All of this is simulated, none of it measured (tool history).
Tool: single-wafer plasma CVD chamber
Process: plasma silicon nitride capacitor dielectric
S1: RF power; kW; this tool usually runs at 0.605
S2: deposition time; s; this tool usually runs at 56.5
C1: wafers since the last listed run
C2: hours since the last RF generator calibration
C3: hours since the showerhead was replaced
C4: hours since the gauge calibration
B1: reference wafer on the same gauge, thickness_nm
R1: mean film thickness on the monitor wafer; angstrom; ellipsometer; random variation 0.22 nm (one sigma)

run	hour	S1	S2	C1	C2	C3	C4	B1	R1
1	0.0	0.605	56.5	0	1420.7	2387.7	508.7	85.760	887.45
2	59.6	0.605	56.5	829	1480.3	2447.3	568.3	85.731	887.07
3	107.0	0.605	56.5	659	1527.7	2494.7	615.7	85.694	882.40
4	166.5	0.575	60.0	828	1587.2	2554.2	675.2	85.702	926.31
5	204.0	0.575	60.0	522	1624.7	2591.7	712.7	85.721	927.77
6	231.6	0.580	63.5	384	1652.3	2619.3	740.3	85.705	984.85
7	274.8	0.605	63.5	601	1695.5	2662.5	783.5	85.715	992.10
8	341.8	0.605	56.5	932	1762.5	2729.5	850.5	85.675	884.69
9	389.0	0.605	56.5	657	1809.7	2776.7	897.7	85.795	882.23
10	420.6	0.605	56.5	439	1841.3	2808.3	929.3	85.657	886.36
11	484.0	0.605	56.5	882	1904.7	2871.7	992.7	85.722	882.27
12	549.5	0.605	56.5	911	1970.2	2937.2	1058.2	85.669	885.19
13	594.9	0.605	56.5	631	2015.6	2982.6	1103.6	85.795	879.10
14	631.2	0.605	56.5	505	2051.9	3018.9	1139.9	85.631	880.77
15	696.9	0.605	51.2	914	2117.6	3084.6	1205.6	85.653	799.85
16	748.7	0.605	56.5	721	2169.4	3136.4	1257.4	85.701	877.44
17	813.1	0.715	53.1	896	2233.8	3200.8	1321.8	85.701	859.85
# hour 839.6: gauge calibrated
18	883.9	0.700	45.8	985	2304.6	3271.6	44.3	85.768	738.41
19	909.3	0.520	48.3	353	2330.0	3297.0	69.7	85.752	724.59
20	944.3	0.545	47.2	487	2365.0	3332.0	104.7	85.685	718.95
21	1006.2	0.550	46.9	861	2426.9	3393.9	166.6	85.648	712.30
# hour 1029.8: showerhead replaced
# hour 1036.3: RF generator calibrated
22	1063.1	0.605	56.5	590	26.8	33.3	223.5	85.689	897.33
23	1131.7	0.645	56.5	954	95.4	101.9	292.1	85.689	909.42
24	1176.6	0.540	45.3	625	140.3	146.8	337.0	85.656	697.06
25	1241.8	0.605	56.5	907	205.5	212.0	402.2	85.713	901.59
26	1276.2	0.545	56.5	478	239.9	246.4	436.6	85.725	874.68
27	1323.7	0.650	48.0	661	287.4	293.9	484.1	85.709	770.86
28	1374.1	0.675	63.9	701	337.8	344.3	534.5	85.654	1038.67
29	1411.0	0.725	49.4	513	374.7	381.2	571.4	85.742	816.44
30	1453.8	0.510	61.0	595	417.5	424.0	614.2	85.715	926.84
31	1500.8	0.555	56.5	654	464.5	471.0	661.2	85.673	873.66

Forecast each of these 5 alternatives for the next run:
A	1501.2	0.605	56.5	5	464.9	471.4	661.6	?	?
B	1501.2	0.720	50.9	5	464.9	471.4	661.6	?	?
C	1501.2	0.525	66.9	5	464.9	471.4	661.6	?	?
D	1501.2	0.645	65.2	5	464.9	471.4	661.6	?	?
E	1501.2	0.725	52.5	5	464.9	471.4	661.6	?	?

run	B1	R1
A	85.698	892.11
B	85.698	837.01
C	85.698	1023.17
D	85.698	1044.79
E	85.698	864.74
What these runs would have given with no unlogged condition in the tool:
run	R1
A	895.51
B	840.19
C	1027.06
D	1048.77
E	868.03

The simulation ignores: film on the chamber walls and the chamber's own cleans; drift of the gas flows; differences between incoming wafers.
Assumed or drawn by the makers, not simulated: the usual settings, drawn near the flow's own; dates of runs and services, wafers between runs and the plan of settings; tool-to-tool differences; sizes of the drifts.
